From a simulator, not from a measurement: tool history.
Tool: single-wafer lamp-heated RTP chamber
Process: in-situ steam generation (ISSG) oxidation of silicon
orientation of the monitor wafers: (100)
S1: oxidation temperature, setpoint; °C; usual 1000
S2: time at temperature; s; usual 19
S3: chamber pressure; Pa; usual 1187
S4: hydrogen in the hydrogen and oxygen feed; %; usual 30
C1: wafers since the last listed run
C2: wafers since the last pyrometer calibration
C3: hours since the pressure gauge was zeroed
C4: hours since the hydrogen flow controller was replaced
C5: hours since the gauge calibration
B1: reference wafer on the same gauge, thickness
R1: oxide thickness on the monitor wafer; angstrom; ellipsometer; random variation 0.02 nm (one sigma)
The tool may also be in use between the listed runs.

run 1 hour=0.0 | S1=989 S2=19 S3=1187 S4=30 | C1=0 C2=2016 C3=1523.2 C4=1768.2 C5=388.2 | B1=6.084 | R1=52.43
run 2 hour=96.0 | S1=989 S2=19 S3=1187 S4=30 | C1=1212 C2=3228 C3=1619.2 C4=1864.2 C5=484.2 | B1=6.077 | R1=52.08
run 3 hour=161.3 | S1=1000 S2=19 S3=1187 S4=30 | C1=824 C2=4053 C3=1684.5 C4=1929.5 C5=549.5 | B1=6.078 | R1=54.45
run 4 hour=241.1 | S1=1000 S2=19 S3=1187 S4=30 | C1=1007 C2=5061 C3=1764.3 C4=2009.3 C5=629.3 | B1=6.080 | R1=54.22
-- hour=277.9 hydrogen flow controller replaced
run 5 hour=297.5 | S1=1000 S2=19 S3=1187 S4=30 | C1=611 C2=5672 C3=1820.7 C4=19.6 C5=685.7 | B1=6.082 | R1=54.45
run 6 hour=400.5 | S1=1000 S2=19 S3=1147 S4=30 | C1=1300 C2=6972 C3=1923.7 C4=122.6 C5=788.7 | B1=6.086 | R1=54.44
run 7 hour=491.9 | S1=1000 S2=17 S3=1187 S4=30 | C1=1154 C2=8127 C3=2015.1 C4=214.0 C5=880.1 | B1=6.081 | R1=51.66
-- hour=515.6 pyrometer window cleaned and pyrometer calibrated
run 8 hour=568.3 | S1=1000 S2=17 S3=1187 S4=30 | C1=863 C2=665 C3=2091.5 C4=290.4 C5=956.5 | B1=6.078 | R1=51.87
run 9 hour=639.1 | S1=1000 S2=19 S3=1187 S4=32 | C1=894 C2=1559 C3=2162.3 C4=361.2 C5=1027.3 | B1=6.084 | R1=55.50
-- hour=667.0 pressure gauge zeroed
run 10 hour=679.1 | S1=1000 S2=19 S3=1187 S4=30 | C1=404 C2=1963 C3=12.1 C4=401.2 C5=1067.3 | B1=6.083 | R1=54.49
run 11 hour=754.2 | S1=1000 S2=19 S3=1187 S4=30 | C1=948 C2=2912 C3=87.2 C4=476.3 C5=1142.4 | B1=6.079 | R1=54.26
run 12 hour=821.7 | S1=1000 S2=19 S3=1187 S4=30 | C1=852 C2=3764 C3=154.7 C4=543.8 C5=1209.9 | B1=6.077 | R1=54.46
run 13 hour=902.5 | S1=1000 S2=19 S3=1187 S4=30 | C1=1020 C2=4784 C3=235.5 C4=624.6 C5=1290.7 | B1=6.078 | R1=54.79
run 14 hour=969.9 | S1=1015 S2=21 S3=1187 S4=30 | C1=851 C2=5635 C3=302.9 C4=692.0 C5=1358.1 | B1=6.075 | R1=60.85
-- hour=1028.5 pyrometer window cleaned and pyrometer calibrated
run 15 hour=1029.0 | S1=1005 S2=19 S3=1293 S4=30 | C1=645 C2=6 C3=362.0 C4=751.1 C5=1417.2 | B1=6.079 | R1=55.09
run 16 hour=1104.0 | S1=1000 S2=19 S3=1187 S4=30 | C1=947 C2=953 C3=437.0 C4=826.1 C5=1492.2 | B1=6.081 | R1=54.35
run 17 hour=1173.2 | S1=985 S2=19 S3=1187 S4=30 | C1=873 C2=1827 C3=506.2 C4=895.3 C5=1561.4 | B1=6.076 | R1=51.16
run 18 hour=1266.6 | S1=989 S2=19 S3=1187 S4=30 | C1=1179 C2=3007 C3=599.6 C4=988.7 C5=1654.8 | B1=6.074 | R1=51.87
run 19 hour=1317.1 | S1=1010 S2=13 S3=1360 S4=30 | C1=637 C2=3644 C3=650.1 C4=1039.2 C5=1705.3 | B1=6.075 | R1=46.42
-- hour=1340.3 gauge calibrated
run 20 hour=1409.7 | S1=1016 S2=19 S3=1187 S4=32 | C1=1169 C2=4814 C3=742.7 C4=1131.8 C5=69.4 | B1=6.085 | R1=59.35
run 21 hour=1473.3 | S1=1000 S2=19 S3=1120 S4=26 | C1=803 C2=5617 C3=806.3 C4=1195.4 C5=133.0 | B1=6.083 | R1=52.70
-- hour=1565.2 pyrometer window cleaned and pyrometer calibrated
run 22 hour=1574.4 | S1=1000 S2=19 S3=1253 S4=30 | C1=1175 C2=116 C3=907.4 C4=1296.5 C5=234.1 | B1=6.080 | R1=53.64
run 23 hour=1647.7 | S1=1016 S2=19 S3=1187 S4=32 | C1=925 C2=1041 C3=980.7 C4=1369.8 C5=307.4 | B1=6.079 | R1=59.15
run 24 hour=1711.7 | S1=985 S2=19 S3=1360 S4=32 | C1=808 C2=1850 C3=1044.7 C4=1433.8 C5=371.4 | B1=6.075 | R1=50.69
run 25 hour=1786.4 | S1=1000 S2=23 S3=1187 S4=32 | C1=943 C2=2793 C3=1119.4 C4=1508.5 C5=446.1 | B1=6.074 | R1=60.19
run 26 hour=1834.3 | S1=985 S2=19 S3=1360 S4=32 | C1=604 C2=3398 C3=1167.3 C4=1556.4 C5=494.0 | B1=6.084 | R1=51.03
run 27 hour=1919.8 | S1=1007 S2=13 S3=1187 S4=32 | C1=1079 C2=4477 C3=1252.8 C4=1641.9 C5=579.5 | B1=6.073 | R1=48.43
run 28 hour=2003.8 | S1=1000 S2=19 S3=1360 S4=32 | C1=1060 C2=5538 C3=1336.8 C4=1725.9 C5=663.5 | B1=6.081 | R1=53.42
run 29 hour=2092.4 | S1=1019 S2=19 S3=1187 S4=23 | C1=1118 C2=6657 C3=1425.4 C4=1814.5 C5=752.1 | B1=6.078 | R1=55.17
run 30 hour=2130.9 | S1=1000 S2=26 S3=1187 S4=30 | C1=486 C2=7143 C3=1463.9 C4=1853.0 C5=790.6 | B1=6.084 | R1=62.87
run 31 hour=2197.8 | S1=1000 S2=16 S3=1187 S4=30 | C1=844 C2=7988 C3=1530.8 C4=1919.9 C5=857.5 | B1=6.087 | R1=50.26
-- hour=2228.9 pyrometer window cleaned and pyrometer calibrated
run 32 hour=2296.7 | S1=1018 S2=19 S3=1040 S4=30 | C1=1147 C2=856 C3=1629.7 C4=2018.8 C5=956.4 | B1=6.078 | R1=59.19

Forecast each of these 3 alternatives for the next run:
run A hour=2297.1 | S1=1000 S2=19 S3=1187 S4=30 | C1=5 C2=861 C3=1630.1 C4=2019.2 C5=956.8 | B1=? | R1=?
run B hour=2297.1 | S1=1000 S2=13 S3=1053 S4=32 | C1=5 C2=861 C3=1630.1 C4=2019.2 C5=956.8 | B1=? | R1=?
run C hour=2297.1 | S1=988 S2=24 S3=1187 S4=24 | C1=5 C2=861 C3=1630.1 C4=2019.2 C5=956.8 | B1=? | R1=?

run=A B1=6.082 R1=54.21
run=B B1=6.082 R1=47.41
run=C B1=6.082 R1=54.49
Without the tool's hidden state the same runs would have given:
run=A R1=54.21
run=B R1=47.41
run=C R1=54.49
